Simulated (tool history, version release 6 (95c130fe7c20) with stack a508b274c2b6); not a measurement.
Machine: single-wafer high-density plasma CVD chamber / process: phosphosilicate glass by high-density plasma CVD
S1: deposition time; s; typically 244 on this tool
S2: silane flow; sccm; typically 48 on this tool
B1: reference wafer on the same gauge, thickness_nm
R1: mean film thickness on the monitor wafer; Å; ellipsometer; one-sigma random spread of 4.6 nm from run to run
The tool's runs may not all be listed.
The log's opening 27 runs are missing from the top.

| run | hour | S1 | S2 | B1 | R1 |
|---|---|---|---|---|---|
| 28 | 1637.6 | 224 | 57 | 1079.482 | 13047.02 |
| 29 | 1691.5 | 263 | 41 | 1080.91 | 11767.66 |
| 30 | 1732.8 | 244 | 48 | 1080.119 | 12367.32 |
| 31 | 1867.4 | 244 | 45 | 1079.214 | 11766.39 |
| 32 | 1906.2 | 244 | 48 | 1078.786 | 12357.88 |
| 33 | 1939.9 | 244 | 48 | 1080.59 | 12222.3 |
| 34 | 1993.4 | 275 | 52 | 1078.758 | 14774.57 |
| 35 | 2061 | 244 | 48 | 1079.579 | 12243.18 |
| 36 | 2114.6 | 244 | 48 | 1079.713 | 12280.14 |
| 37 | 2185.7 | 269 | 48 | 1080.281 | 13515.95 |

5 ways to go on from here, each from the tool as it stands after run 37. What would each give?
| A | 2186.2 | 210 | 48 | ? | ? |
| B | 2186.2 | 207 | 48 | ? | ? |
| C | 2186.2 | 244 | 41 | ? | ? |
| D | 2186.2 | 216 | 48 | ? | ? |
| E | 2186.2 | 230 | 57 | ? | ? |

| run | B1 | R1 |
|---|---|---|
| A | 1079.159 | 10529.66 |
| B | 1079.159 | 10379.23 |
| C | 1079.159 | 10809.01 |
| D | 1079.159 | 10830.5 |
| E | 1079.159 | 13260.05 |
Take away the tool's hidden state, keep each run's random variation, and the runs would have read:
| run | R1 |
|---|---|
| A | 10833.97 |
| B | 10679.2 |
| C | 11121.39 |
| D | 11143.51 |
| E | 13643.27 |

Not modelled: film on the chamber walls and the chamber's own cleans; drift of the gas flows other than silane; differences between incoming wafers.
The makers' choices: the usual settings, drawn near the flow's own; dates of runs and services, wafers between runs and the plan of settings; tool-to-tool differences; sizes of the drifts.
